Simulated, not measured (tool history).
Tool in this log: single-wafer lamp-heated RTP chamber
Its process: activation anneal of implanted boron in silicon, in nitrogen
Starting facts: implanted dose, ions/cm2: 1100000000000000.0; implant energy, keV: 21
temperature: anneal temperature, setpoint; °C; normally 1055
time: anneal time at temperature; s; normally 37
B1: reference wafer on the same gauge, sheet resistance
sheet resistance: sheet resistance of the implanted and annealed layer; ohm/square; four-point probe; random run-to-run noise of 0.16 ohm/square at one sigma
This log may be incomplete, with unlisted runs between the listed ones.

Run 1, day 0: usual settings; B1 90.01. Result: sheet resistance 109.34 ohm/square.
Run 2, day 2.142: usual settings but temperature 1043 °C; B1 89.96. Result: sheet resistance 109.82 ohm/square.
Run 3, day 6.508: usual settings; B1 89.97. Result: sheet resistance 109.26 ohm/square.
Run 4, day 9.317: usual settings; B1 90.02. Result: sheet resistance 108.87 ohm/square.
Run 5, day 12.804: usual settings; B1 89.99. Result: sheet resistance 108.97 ohm/square.
Run 6, day 15.038: usual settings but temperature 1066 °C; B1 90.01. Result: sheet resistance 108.32 ohm/square.
Run 7, day 17.883: usual settings but temperature 1066 °C; B1 90.05. Result: sheet resistance 108.96 ohm/square.
Run 8, day 20.296: usual settings but temperature 1066 °C; B1 89.96. Result: sheet resistance 108.98 ohm/square.
Run 9, day 23.871: usual settings; B1 90.02. Result: sheet resistance 109.61 ohm/square.
Run 10, day 28.25: usual settings; B1 89.97. Result: sheet resistance 109.55 ohm/square.
Run 11, day 31.246: usual settings; B1 89.95. Result: sheet resistance 109.38 ohm/square.
Run 12, day 34.367: usual settings; B1 90.05. Result: sheet resistance 109.66 ohm/square.
Run 13, day 37.812: usual settings but temperature 1034 °C; B1 89.95. Result: sheet resistance 110.12 ohm/square.
Run 14, day 44.942: usual settings but temperature 1034 °C; B1 89.98. Result: sheet resistance 110.49 ohm/square.
Run 15, day 47.4: usual settings but temperature 1081 °C, time 58 s; B1 90.04. Result: sheet resistance 106.95 ohm/square.
Run 16, day 49.388: usual settings but temperature 1074 °C; B1 90.03. Result: sheet resistance 108.73 ohm/square.
Run 17, day 51.592: usual settings; B1 90.04. Result: sheet resistance 109.62 ohm/square.
Run 18, day 54.004: usual settings but temperature 1071 °C, time 45 s; B1 90.03. Result: sheet resistance 108.1 ohm/square.
Run 19, day 55.571: usual settings but time 48 s; B1 90.06. Result: sheet resistance 108.8 ohm/square.
Run 20, day 59.304: usual settings but temperature 1073 °C, time 57 s; B1 89.97. Result: sheet resistance 107.24 ohm/square.
Run 21, day 63.792: usual settings but temperature 1072 °C; B1 90. Result: sheet resistance 108.65 ohm/square.
Run 22, day 66.654: usual settings but temperature 1038 °C, time 17 s; B1 89.98. Result: sheet resistance 110.42 ohm/square.
Run 23, day 68.775: usual settings but temperature 1037 °C, time 31 s; B1 90.01. Result: sheet resistance 110.08 ohm/square.
Run 24, day 70.312: usual settings but temperature 1071 °C, time 18 s; B1 89.97. Result: sheet resistance 109.88 ohm/square.
Run 25, day 72.392: usual settings; B1 90.01. Result: sheet resistance 109.01 ohm/square.
Run 26, day 74.162: usual settings but temperature 1070 °C, time 51 s; B1 90.05. Result: sheet resistance 107.7 ohm/square.
Run 27, day 75.938: usual settings but temperature 1066 °C, time 47 s; B1 89.97. Result: sheet resistance 108.55 ohm/square.
Run 28, day 78.05: usual settings but temperature 1038 °C, time 56 s; B1 90.05. Result: sheet resistance 109.3 ohm/square.
Run 29, day 81.433: usual settings but temperature 1035 °C, time 45 s; B1 90.01. Result: sheet resistance 110.1 ohm/square.
Run 30, day 84.267: usual settings but time 44 s; B1 90.01. Result: sheet resistance 108.95 ohm/square.
Run 31, day 87.321: usual settings but temperature 1034 °C; B1 89.99. Result: sheet resistance 110.27 ohm/square.
Run 32, day 91.1: usual settings but temperature 1082 °C, time 18 s; B1 90.03. Result: sheet resistance 109.69 ohm/square.
Run 33, day 93.738: usual settings but temperature 1064 °C, time 54 s; B1 90.04. Result: sheet resistance 107.66 ohm/square.
Run 34, day 95.854: usual settings but temperature 1030 °C, time 46 s; B1 89.98. Result: sheet resistance 109.95 ohm/square.
Run 35, day 100.788: usual settings but temperature 1034 °C; B1 89.95. Result: sheet resistance 109.75 ohm/square.
Run 36, day 104.179: usual settings but time 29 s; B1 90. Result: sheet resistance 109.92 ohm/square.
Run 37, day 106.629: usual settings but time 45 s; B1 90.01. Result: sheet resistance 109.38 ohm/square.

Between the runs listed above, the log contained 9 entries, not reproduced here. Where in the sequence does each belong, and how does what the log doesn't record of the tool's condition differ from the listed run before to the listed run after?
After run 3, before run 4: reflector plate cleaned (day 8.671)
  true wafer temperature minus pyrometer reading, K: 6.44 -> 8.24
  difference, measured minus the result without the unlogged condition, sheet resistance: -0.3 -> -0.38 ohm/square
After run 6, before run 7: pyrometer window cleaned and pyrometer calibrated (day 17.188)
  true wafer temperature minus pyrometer reading, K: 12.7 -> 0.527
  difference, measured minus the result without the unlogged condition, sheet resistance: -0.62 -> -0.02 ohm/square
After run 12, before run 13: reflector plate cleaned (day 35.608)
  true wafer temperature minus pyrometer reading, K: 5.17 -> 7.22
  difference, measured minus the result without the unlogged condition, sheet resistance: -0.24 -> -0.4 ohm/square
After run 13, before run 14: pyrometer window cleaned and pyrometer calibrated (day 44.667)
  true wafer temperature minus pyrometer reading, K: 7.22 -> 0.966
  difference, measured minus the result without the unlogged condition, sheet resistance: -0.4 -> -0.06 ohm/square
After run 15, before run 16: gauge calibrated (day 47.471)
  true wafer temperature minus pyrometer reading, K: 1.08 -> 1.32
  difference, measured minus the result without the unlogged condition, sheet resistance: -0.07 -> -0.07 ohm/square
After run 20, before run 21: reflector plate cleaned (day 59.842)
  true wafer temperature minus pyrometer reading, K: 4.34 -> 6.73
  difference, measured minus the result without the unlogged condition, sheet resistance: -0.27 -> -0.34 ohm/square
After run 25, before run 26: pyrometer window cleaned and pyrometer calibrated (day 73.221)
  true wafer temperature minus pyrometer reading, K: 13.1 -> 1.15
  difference, measured minus the result without the unlogged condition, sheet resistance: -0.62 -> -0.07 ohm/square
After run 31, before run 32: reflector plate cleaned (day 88.758)
  true wafer temperature minus pyrometer reading, K: 4.27 -> 6.18
  difference, measured minus the result without the unlogged condition, sheet resistance: -0.24 -> -0.18 ohm/square
After run 35, before run 36: pyrometer window cleaned and pyrometer calibrated (day 101.671)
  true wafer temperature minus pyrometer reading, K: 13.1 -> 0.871
  difference, measured minus the result without the unlogged condition, sheet resistance: -0.68 -> -0.03 ohm/square
